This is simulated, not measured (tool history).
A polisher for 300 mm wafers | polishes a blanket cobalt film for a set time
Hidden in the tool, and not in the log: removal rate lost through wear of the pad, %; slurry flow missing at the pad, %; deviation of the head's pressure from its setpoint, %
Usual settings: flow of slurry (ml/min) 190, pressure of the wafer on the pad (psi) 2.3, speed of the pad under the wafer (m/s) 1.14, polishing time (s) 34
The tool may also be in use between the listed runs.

| run | day | flow of slurry (ml/min) | pressure of the wafer on the pad (psi) | speed of the pad under the wafer (m/s) | polishing time (s) | wafers since the last listed run | wafers polished on this pad | hours since the slurry nozzle was cleaned | hours since the head pressure was calibrated | incoming thickness of the incoming film, nm | film removed (Å) |
|---|---|---|---|---|---|---|---|---|---|---|---|
| 1 | 0 | 190 | 2.3 | 1.14 | 34 | 0 | 6684 | 387.4 | 795.4 | 638.9 | 2134 |
|  | 1.962 | head pressure recalibrated |
| 2 | 2.504 | 190 | 2.3 | 1.14 | 34 | 789 | 7473 | 447.5 | 13 | 637.9 | 2264 |
|  | 3.892 | worn pad replaced by a new one |
| 3 | 6.525 | 160 | 2.3 | 1.14 | 34 | 1256 | 858 | 544 | 109.5 | 645.8 | 2135 |
| 4 | 8.629 | 160 | 2.3 | 1.14 | 34 | 686 | 1544 | 594.5 | 160 | 637.4 | 2144 |
| 5 | 12.604 | 190 | 2.3 | 1.14 | 34 | 1296 | 2840 | 689.9 | 255.4 | 642.7 | 2212 |
| 6 | 14.138 | 190 | 2.3 | 1.14 | 34 | 499 | 3340 | 726.7 | 292.2 | 634.8 | 2211 |
|  | 14.675 | slurry nozzle cleaned |
| 7 | 18.504 | 190 | 2.3 | 1.14 | 34 | 1410 | 4751 | 91.9 | 397 | 646.1 | 2373 |
| 8 | 21.125 | 190 | 2.3 | 1.14 | 34 | 854 | 5605 | 154.8 | 459.9 | 639.1 | 2284 |
| 9 | 23.167 | 190 | 2.3 | 1.14 | 34 | 665 | 6271 | 203.8 | 508.9 | 647.2 | 2244 |
| 10 | 25.442 | 190 | 2.3 | 1.14 | 34 | 741 | 7013 | 258.4 | 563.5 | 639.6 | 2242 |
|  | 27.833 | worn pad replaced by a new one |
| 11 | 28.075 | 190 | 2.3 | 1.14 | 34 | 804 | 79 | 321.6 | 626.7 | 643.7 | 2193 |
| 12 | 32.05 | 190 | 2.3 | 1.14 | 34 | 1296 | 1375 | 417 | 722.1 | 634.8 | 2123 |
| 13 | 36.038 | 190 | 2.3 | 1.14 | 34 | 1300 | 2675 | 512.7 | 817.8 | 638.9 | 2066 |
|  | 37.275 | head pressure recalibrated |
| 14 | 39.312 | 190 | 2.3 | 1.14 | 34 | 1040 | 3715 | 591.3 | 48.9 | 644.5 | 2266 |
|  | 41.15 | slurry nozzle cleaned |
| 15 | 42.829 | 190 | 2.3 | 1.14 | 34 | 1133 | 4848 | 40.3 | 133.3 | 647.5 | 2431 |
| 16 | 44.696 | 190 | 2.3 | 1.14 | 34 | 608 | 5457 | 85.1 | 178.1 | 642.6 | 2413 |
| 17 | 46.725 | 190 | 2.3 | 1.14 | 34 | 661 | 6119 | 133.8 | 226.8 | 647.8 | 2351 |
|  | 47.596 | worn pad replaced by a new one |
| 18 | 48.267 | 190 | 2.3 | 1.14 | 34 | 448 | 218 | 170.8 | 263.8 | 634.9 | 2351 |
| 19 | 51.942 | 235 | 2.3 | 1.14 | 28 | 1198 | 1417 | 259 | 352 | 635.2 | 1961 |
| 20 | 53.492 | 190 | 2.3 | 1.14 | 34 | 505 | 1922 | 296.2 | 389.2 | 648.3 | 2274 |
| 21 | 57.304 | 140 | 2.9 | 1.14 | 25 | 1243 | 3165 | 387.7 | 480.7 | 635 | 1889 |
| 22 | 61.121 | 130 | 1.6 | 0.88 | 34 | 1244 | 4409 | 479.3 | 572.3 | 631.7 | 1160 |
| 23 | 62.842 | 190 | 2.7 | 1.3 | 34 | 561 | 4970 | 520.6 | 613.6 | 642.5 | 2834 |
| 24 | 66.862 | 190 | 2.3 | 0.9 | 38 | 1310 | 6281 | 617.1 | 710.1 | 632 | 1954 |
|  | 68.05 | slurry nozzle cleaned |
|  | 68.108 | worn pad replaced by a new one |
| 25 | 69.512 | 140 | 1.7 | 1.36 | 41 | 831 | 457 | 35.1 | 773.7 | 640.8 | 2302 |
|  | 69.612 | head pressure recalibrated |
| 26 | 73.454 | 190 | 2.9 | 1.14 | 34 | 1257 | 1715 | 129.7 | 92.2 | 627.3 | 2875 |
| 27 | 75.204 | 130 | 1.8 | 0.92 | 39 | 570 | 2286 | 171.7 | 134.2 | 647.3 | 1652 |
| 28 | 79.242 | 190 | 2.3 | 1.14 | 34 | 1316 | 3602 | 268.6 | 231.1 | 631.6 | 2255 |
| 29 | 80.771 | 190 | 2.3 | 1.26 | 24 | 498 | 4101 | 305.3 | 267.8 | 634.3 | 1711 |
| 30 | 84.229 | 190 | 2.3 | 1.02 | 45 | 1127 | 5228 | 388.3 | 350.8 | 640.6 | 2660 |
| 31 | 88.146 | 190 | 2.3 | 1.14 | 34 | 1277 | 6505 | 482.3 | 444.8 | 636.4 | 2137 |
| 32 | 90.021 | 140 | 1.9 | 1.34 | 46 | 611 | 7117 | 527.3 | 489.8 | 629.1 | 2554 |
|  | 91.988 | worn pad replaced by a new one |
| 33 | 92.238 | 225 | 2.8 | 1.14 | 44 | 668 | 81 | 580.5 | 543 | 632.6 | 3384 |
| 34 | 94.296 | 190 | 2.3 | 1.14 | 34 | 671 | 752 | 629.9 | 592.4 | 633.1 | 2070 |
| 35 | 96.138 | 190 | 2.3 | 1.32 | 34 | 600 | 1352 | 674.1 | 636.6 | 641.9 | 2330 |
| 36 | 98.404 | 165 | 2.3 | 1.48 | 38 | 739 | 2091 | 728.5 | 691 | 651.5 | 2762 |
| 37 | 100.296 | 140 | 1.9 | 1.34 | 46 | 616 | 2708 | 773.9 | 736.4 | 643.5 | 2427 |
|  | 101.712 | slurry nozzle cleaned |
| 38 | 102.233 | 190 | 2.3 | 1.14 | 34 | 618 | 3326 | 12.5 | 782.9 | 642.9 | 2219 |

Forecast each of these 3 alternatives for the next run:
| A | 102.25 | 190 | 2.3 | 1.14 | 34 | 5 | 3332 | 12.9 | 783.3 | 638.9 | ? |
| B | 102.25 | 190 | 2.9 | 1.04 | 24 | 5 | 3332 | 12.9 | 783.3 | 638.9 | ? |
| C | 102.25 | 240 | 2.3 | 1.14 | 34 | 5 | 3332 | 12.9 | 783.3 | 638.9 | ? |

| run | film removed (Å) |
|---|---|
| A | 2207 |
| B | 1783 |
| C | 2276 |
Without the tool's hidden state the same runs would have given:
| run | film removed (Å) |
|---|---|
| A | 2443 |
| B | 1973 |
| C | 2516 |
